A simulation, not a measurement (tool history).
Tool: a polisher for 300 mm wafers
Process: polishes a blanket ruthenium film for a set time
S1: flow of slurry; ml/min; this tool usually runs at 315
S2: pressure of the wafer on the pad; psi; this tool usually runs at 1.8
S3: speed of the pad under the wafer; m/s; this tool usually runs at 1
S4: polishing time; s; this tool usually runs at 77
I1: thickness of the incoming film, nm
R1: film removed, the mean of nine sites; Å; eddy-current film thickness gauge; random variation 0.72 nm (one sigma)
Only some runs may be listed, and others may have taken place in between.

run,hour,S1,S2,S3,S4,I1,R1
1,0,315,1.8,1,69,263,592
# hour 5.5: worn pad replaced by a new one
2,33.8,315,1.8,1,69,255.4,606
3,63.3,315,1.8,1,69,261,610
4,115,260,1.8,1,98,260.7,842
5,144.4,315,1.8,1.18,77,263.5,794
6,192.9,315,1.8,1,77,256.3,669
7,232.7,315,1.8,1,77,257.9,658
# hour 254: worn pad replaced by a new one
8,270.6,315,1.8,1,77,259.3,648
9,312.3,315,1.9,1,88,260.7,777
10,371.9,370,1.8,1,77,259.7,660
# hour 377.2: head pressure recalibrated
11,403.3,370,1.8,1,77,259.8,693
# hour 450.1: worn pad replaced by a new one
12,450.6,400,1.8,0.7,101,256.3,646
13,478.7,315,1.8,1,77,260.2,669
14,524.1,315,1.8,0.72,52,258.9,332
# hour 582.8: slurry nozzle cleaned
15,586.6,315,1.8,1,69,258.4,606
16,654.8,250,1.8,1,77,261.3,676
# hour 684.6: worn pad replaced by a new one, of another model than before
17,722.1,255,1.8,0.78,56,258,427
18,769.4,260,1.8,1,77,259.8,686
19,793.8,315,1.8,0.78,59,260.9,448
20,821.7,315,1.5,1.16,77,259.2,690
21,880.4,315,1.8,1,77,263.9,683
# hour 893.6: worn pad replaced by a new one
22,1092.4,315,1.8,1,77,257.5,666

Each row is a separate what-if for the run after 22, all from the same tool condition, not one after another. Results?
A,1092.8,315,1.8,1,77,260.4,?
B,1092.8,230,1.8,0.88,60,260.4,?
C,1092.8,315,2.2,0.84,77,260.4,?

run,R1
A,660
B,470
C,657
Take away the tool's hidden state, keep each run's random variation, and the runs would have read:
run,R1
A,671
B,478
C,668
